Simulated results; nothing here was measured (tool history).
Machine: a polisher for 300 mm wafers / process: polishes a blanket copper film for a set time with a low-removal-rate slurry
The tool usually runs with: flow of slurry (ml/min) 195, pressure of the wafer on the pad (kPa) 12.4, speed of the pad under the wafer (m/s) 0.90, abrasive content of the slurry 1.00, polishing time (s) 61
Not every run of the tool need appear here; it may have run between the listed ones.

run,hour,flow of slurry (ml/min),pressure of the wafer on the pad (kPa),speed of the pad under the wafer (m/s),abrasive content of the slurry,polishing time (s),"incoming thickness of the incoming film, nm",film removed (angstrom)
1,0.0,195,12.4,0.90,1.00,61,1479.7,1006
2,8.3,195,12.4,0.90,1.00,61,1458.8,999
3,15.7,195,12.4,0.90,1.00,61,1456.2,1013
4,21.9,195,12.4,0.90,1.00,61,1473.5,992
5,28.7,195,12.4,0.90,1.00,66,1476.9,1073
6,35.5,195,12.4,0.90,1.00,66,1490.1,1068
7,45.7,195,12.4,0.90,1.00,61,1490.3,982
8,56.3,195,12.4,0.90,0.80,67,1457.3,1023
9,66.1,195,12.4,0.90,0.80,67,1486.2,1006
10,79.7,195,12.4,0.90,0.80,67,1471.2,1009
11,87.1,195,12.4,0.90,1.00,61,1463.0,960
12,103.4,195,11.0,0.90,1.00,61,1488.3,977
13,116.7,175,14.5,1.14,1.30,61,1455.1,1630
14,144.9,195,12.4,0.90,1.00,61,1470.0,1082
15,158.6,230,12.4,0.98,1.00,44,1503.9,878
16,173.6,195,12.4,0.68,1.25,73,1477.8,1026
17,189.3,195,12.4,0.76,1.00,61,1446.3,891
18,206.6,195,15.9,0.90,1.00,47,1461.7,1034
19,217.9,215,15.9,0.90,1.00,61,1466.0,1338
20,226.7,255,15.9,0.66,1.00,61,1483.5,1096
21,236.3,195,12.4,0.80,0.75,78,1454.4,1203
22,248.5,195,12.4,0.90,1.00,61,1455.9,1134
23,265.1,195,12.4,0.90,0.75,61,1459.0,1079
24,280.8,195,12.4,0.90,1.00,61,1460.8,1143
25,297.4,175,12.4,0.90,1.00,61,1465.7,1109

Removed from this log: 5 entries logged between the listed runs. Between which two listed runs does each belong, and how does the tool's hidden state at the listed run before it compare with that at the listed run after it?
Run 3 -> run 4: worn pad replaced by a new one (hour 20.1)
  slurry flow missing at the pad, %: 28.4 -> 28.7; abrasive missing from the slurry, %: 37.2 -> 38.1
  difference, measured minus the result without the unlogged condition, film removed (angstrom): -166 -> -167
Run 11 -> run 12: slurry blender recalibrated (hour 92.0)
  slurry flow missing at the pad, %: 31.8 -> 32.6; abrasive missing from the slurry, %: 48.1 -> 2.12
  difference, measured minus the result without the unlogged condition, film removed (angstrom): -214 -> -73
Run 16 -> run 17: worn pad replaced by a new one (hour 187.3)
  slurry flow missing at the pad, %: 36 -> 36.8; abrasive missing from the slurry, %: 3.15 -> 3.6
  difference, measured minus the result without the unlogged condition, film removed (angstrom): -91 -> -83
Run 18 -> run 19: head pressure recalibrated (hour 217.4)
  slurry flow missing at the pad, %: 37.6 -> 38.1; abrasive missing from the slurry, %: 4.18 -> 4.62
  difference, measured minus the result without the unlogged condition, film removed (angstrom): -101 -> -124
Run 19 -> run 20: slurry nozzle cleaned (hour 223.1)
  slurry flow missing at the pad, %: 38.1 -> 3.05; abrasive missing from the slurry, %: 4.62 -> 4.98
  difference, measured minus the result without the unlogged condition, film removed (angstrom): -124 -> -16
